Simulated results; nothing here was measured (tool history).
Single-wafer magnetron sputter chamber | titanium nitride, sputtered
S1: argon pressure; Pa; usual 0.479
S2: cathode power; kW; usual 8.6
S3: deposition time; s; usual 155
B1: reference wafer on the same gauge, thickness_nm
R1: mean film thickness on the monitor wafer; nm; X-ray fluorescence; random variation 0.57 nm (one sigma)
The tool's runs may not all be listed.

{"run": 1, "day": 0.0, "S1": 0.479, "S2": 8.6, "S3": 155, "B1": 192.953, "R1": 237.332}
{"run": 2, "day": 2.179, "S1": 0.479, "S2": 8.6, "S3": 155, "B1": 192.929, "R1": 237.409}
{"run": 3, "day": 14.858, "S1": 0.479, "S2": 8.6, "S3": 148, "B1": 193.026, "R1": 227.176}
{"run": 4, "day": 16.929, "S1": 0.479, "S2": 8.6, "S3": 171, "B1": 192.984, "R1": 262.318}
{"run": 5, "day": 20.621, "S1": 0.479, "S2": 8.6, "S3": 171, "B1": 192.99, "R1": 262.146}
{"day": 22.917, "done": "sputter target and shields replaced"}
{"run": 6, "day": 25.012, "S1": 0.479, "S2": 8.6, "S3": 155, "B1": 193.006, "R1": 238.904}
{"day": 26.125, "done": "capacitance manometer re-zeroed and calibrated"}
{"run": 7, "day": 28.092, "S1": 0.479, "S2": 8.6, "S3": 155, "B1": 193.063, "R1": 224.934}
{"run": 8, "day": 29.875, "S1": 0.479, "S2": 8.6, "S3": 155, "B1": 193.1, "R1": 226.986}
{"run": 9, "day": 32.383, "S1": 0.479, "S2": 9.45, "S3": 138, "B1": 192.997, "R1": 220.062}
{"run": 10, "day": 35.658, "S1": 0.479, "S2": 9.45, "S3": 138, "B1": 193.031, "R1": 221.319}
{"run": 11, "day": 39.433, "S1": 0.479, "S2": 8.6, "S3": 155, "B1": 192.999, "R1": 227.237}
{"run": 12, "day": 41.262, "S1": 0.479, "S2": 8.6, "S3": 155, "B1": 192.99, "R1": 227.175}
{"run": 13, "day": 44.158, "S1": 0.348, "S2": 8.6, "S3": 132, "B1": 193.027, "R1": 206.284}
{"run": 14, "day": 45.754, "S1": 0.405, "S2": 9.75, "S3": 155, "B1": 193.073, "R1": 266.79}
{"run": 15, "day": 48.012, "S1": 0.616, "S2": 7.9, "S3": 178, "B1": 193.108, "R1": 226.297}
{"day": 48.462, "done": "magnet pack replaced"}
{"run": 16, "day": 51.917, "S1": 0.583, "S2": 9.6, "S3": 182, "B1": 192.905, "R1": 282.814}
{"day": 54.662, "done": "sputter target and shields replaced"}
{"run": 17, "day": 56.267, "S1": 0.479, "S2": 8.6, "S3": 132, "B1": 193.024, "R1": 194.982}
{"day": 59.062, "done": "capacitance manometer re-zeroed and calibrated, repeated, since the last time left the tool worse"}
{"run": 18, "day": 59.117, "S1": 0.394, "S2": 8.6, "S3": 173, "B1": 192.951, "R1": 269.716}
{"run": 19, "day": 62.962, "S1": 0.479, "S2": 8.6, "S3": 155, "B1": 193.007, "R1": 234.159}
{"run": 20, "day": 64.579, "S1": 0.479, "S2": 8.6, "S3": 139, "B1": 192.917, "R1": 210.137}
{"run": 21, "day": 66.346, "S1": 0.479, "S2": 8.6, "S3": 155, "B1": 193.017, "R1": 233.693}
{"run": 22, "day": 70.242, "S1": 0.574, "S2": 9.9, "S3": 128, "B1": 193.002, "R1": 212.728}
{"run": 23, "day": 71.779, "S1": 0.479, "S2": 8.6, "S3": 139, "B1": 192.979, "R1": 209.589}
{"day": 81.333, "done": "sputter target and shields replaced"}
{"run": 24, "day": 82.933, "S1": 0.642, "S2": 6.8, "S3": 155, "B1": 192.987, "R1": 176.739}

Forecast run 25:
{"run": 25, "day": 84.792, "S1": 0.479, "S2": 10, "S3": 155, "B1": "?", "R1": "?"}

Run 25 gave B1 193.047, R1 273.535 nm.
Without the tool's hidden state the same run would have given R1 270.336 nm.
